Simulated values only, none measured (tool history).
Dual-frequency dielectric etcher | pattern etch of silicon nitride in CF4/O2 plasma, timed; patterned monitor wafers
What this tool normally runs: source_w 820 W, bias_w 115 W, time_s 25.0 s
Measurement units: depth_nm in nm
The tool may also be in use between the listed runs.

run     day  source_w  bias_w  time_s  read-back reference wafer on the same gauge, depth_nm  depth_nm
  1   0.000       820     115    25.0                                                   77.7      65.9
  2   2.054       820     115    25.0                                                   77.6      66.3
  3   4.938       820     115    25.0                                                   77.7      66.1
  4   7.725       820     115    25.0                                                   77.7      66.4
  5   9.662       820     115    25.0                                                   77.7      66.5
     10.562  -- source power generator calibrated
     11.029  -- upper electrode replaced
  6  11.050       820     115    25.0                                                   77.7      66.2
  7  12.521       820     115    19.5                                                   77.7      51.8
  8  15.188       950     103    19.5                                                   77.7      56.3
  9  17.929       820     123    21.5                                                   77.7      59.1
     19.900  -- wet clean of the chamber
 10  19.921       820     133    20.0                                                   77.7      56.1
 11  21.754       820     115    25.0                                                   77.7      66.3
 12  26.058       820     115    25.0                                                   77.7      66.3
 13  27.867       820     115    25.0                                                   77.7      66.8
 14  29.996       820     115    25.0                                                   77.7      66.5
 15  32.188       820     133    20.0                                                   77.7      56.2
 16  34.192       820     115    25.0                                                   77.7      66.8
 17  35.404       820     102    21.0                                                   77.7      53.7
     36.871  -- bias power generator calibrated
 18  37.079      1000      90    28.5                                                   77.7      81.8
 19  40.004       820     115    22.5                                                   77.7      60.2
 20  41.842       820      94    25.0                                                   77.7      62.1
 21  43.312       820     125    25.0                                                   77.7      69.2
     44.662  -- wet clean of the chamber
 22  45.475       820     115    25.0                                                   77.7      66.0
 23  48.262      1010     130    28.0                                                   77.7      92.0
 24  49.833       870      93    20.0                                                   77.7      51.2
 25  55.746       980     105    19.5                                                   77.7      57.9
 26  57.604       930     125    23.0                                                   77.7      69.8
 27  59.012       820     115    28.5                                                   77.7      75.7
 28  61.896       760     105    31.5                                                   77.7      76.2
 29  63.608       820     115    25.0                                                   77.7      66.5
 30  65.571       820     115    25.0                                                   77.7      66.7

Selected run-to-run steps in depth_nm, each split into two signed amounts: the part the tool would show with no hidden state at all (from settings, incoming material and random variation), and the remainder, which goes to the hidden state together with any gauge scatter not common to the measured and the hidden-state-free results:
Unlogged tool condition in this case: etch rate over this chamber's usual, %; source power that arrives over what is set, %; bias power that arrives over what is set, %; gauge reads high (%).
Run 9 -> 10: bias_w 123 -> 133, time_s 21.5 -> 20.0, wet clean of the chamber. depth_nm -3.0 nm: hidden state -0.5, all else -2.5.
Run 17 -> 18: source_w 820 -> 1000, bias_w 102 -> 90, time_s 21.0 -> 28.5, bias power generator calibrated. depth_nm +28.1 nm: hidden state +0.3, all else +27.8.
Run 21 -> 22: bias_w 125 -> 115, wet clean of the chamber. depth_nm -3.2 nm: hidden state -1.1, all else -2.1.
Run 22 -> 23: source_w 820 -> 1010, bias_w 115 -> 130, time_s 25.0 -> 28.0. depth_nm +26.0 nm: hidden state +0.1, all else +25.9.
Run 23 -> 24: source_w 1010 -> 870, bias_w 130 -> 93, time_s 28.0 -> 20.0. depth_nm -40.8 nm: hidden state +0.0, all else -40.8.

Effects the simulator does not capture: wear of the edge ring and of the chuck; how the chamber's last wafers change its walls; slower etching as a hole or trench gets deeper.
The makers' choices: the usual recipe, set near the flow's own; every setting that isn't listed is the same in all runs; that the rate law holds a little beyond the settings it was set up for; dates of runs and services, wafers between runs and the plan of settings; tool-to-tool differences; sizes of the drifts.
